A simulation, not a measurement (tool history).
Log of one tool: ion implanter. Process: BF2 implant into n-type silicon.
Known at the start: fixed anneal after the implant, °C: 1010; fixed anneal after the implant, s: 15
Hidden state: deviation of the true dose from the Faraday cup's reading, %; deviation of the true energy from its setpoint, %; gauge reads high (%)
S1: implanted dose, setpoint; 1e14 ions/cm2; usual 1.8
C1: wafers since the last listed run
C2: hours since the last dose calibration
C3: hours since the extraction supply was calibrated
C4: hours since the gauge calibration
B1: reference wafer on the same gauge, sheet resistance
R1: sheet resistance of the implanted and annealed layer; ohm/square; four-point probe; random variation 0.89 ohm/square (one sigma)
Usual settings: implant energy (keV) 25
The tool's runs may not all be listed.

Run 1, hour 0: usual settings; C1 0; C2 1513.8; C3 2055.1; C4 44.9; B1 627.74. Result: R1 597.19 ohm/square.
Run 2, hour 8.1: usual settings; C1 141; C2 1521.9; C3 2063.2; C4 53; B1 627.85. Result: R1 596.22 ohm/square.
Run 3, hour 20.5: usual settings; C1 217; C2 1534.3; C3 2075.6; C4 65.4; B1 627.81. Result: R1 596.45 ohm/square.
Run 4, hour 33.5: usual settings; C1 227; C2 1547.3; C3 2088.6; C4 78.4; B1 627.84. Result: R1 595.13 ohm/square.
Run 5, hour 45.2: usual settings; C1 204; C2 1559; C3 2100.3; C4 90.1; B1 628.04. Result: R1 596.21 ohm/square.
At hour 50.6: gauge calibrated.
Run 6, hour 52.6: usual settings; C1 129; C2 1566.4; C3 2107.7; C4 2; B1 627.68. Result: R1 597.5 ohm/square.
Run 7, hour 66.6: usual settings but implant energy (keV) 31.5; C1 245; C2 1580.4; C3 2121.7; C4 16; B1 627.97. Result: R1 582.93 ohm/square.
Run 8, hour 75.7: usual settings but S1 1.62 1e14 ions/cm2, implant energy (keV) 22; C1 159; C2 1589.5; C3 2130.8; C4 25.1; B1 628.04. Result: R1 661.72 ohm/square.
Run 9, hour 86.1: usual settings but S1 1.39 1e14 ions/cm2, implant energy (keV) 31; C1 182; C2 1599.9; C3 2141.2; C4 35.5; B1 628.15. Result: R1 717.75 ohm/square.
At hour 95: extraction supply calibrated.
Run 10, hour 97.2: usual settings; C1 54; C2 1611; C3 2.2; C4 46.6; B1 627.88. Result: R1 595.94 ohm/square.
At hour 106: Faraday cup replaced and dose calibrated.
Run 11, hour 106.5: usual settings; C1 22; C2 0.5; C3 11.5; C4 55.9; B1 627.72. Result: R1 597.22 ohm/square.
Run 12, hour 117.9: usual settings but S1 2.28 1e14 ions/cm2, implant energy (keV) 18; C1 199; C2 11.9; C3 22.9; C4 67.3; B1 628.03. Result: R1 503.29 ohm/square.
Run 13, hour 128.2: usual settings but S1 1.94 1e14 ions/cm2; C1 180; C2 22.2; C3 33.2; C4 77.6; B1 628.28. Result: R1 559.91 ohm/square.
Run 14, hour 135.6: usual settings but S1 2.23 1e14 ions/cm2, implant energy (keV) 21; C1 129; C2 29.6; C3 40.6; C4 85; B1 627.74. Result: R1 505.2 ohm/square.

3 ways to go on from here, each from the tool as it stands after run 14. What would each give?
Run A, hour 136: usual settings but S1 1.36 1e14 ions/cm2; C1 7; C2 30; C3 41; C4 85.4; B1 ?. Result: R1 ?.
Run B, hour 136: usual settings but S1 2.12 1e14 ions/cm2, implant energy (keV) 21.5; C1 7; C2 30; C3 41; C4 85.4; B1 ?. Result: R1 ?.
Run C, hour 136: usual settings but S1 2.05 1e14 ions/cm2, implant energy (keV) 33; C1 7; C2 30; C3 41; C4 85.4; B1 ?. Result: R1 ?.

run      B1      R1
  A  627.86  753.28
  B  627.86  526.25
  C  627.86  520.08
Without the tool's hidden state the same runs would have given:
run      R1
  A  753.28
  B  526.25
  C  520.08
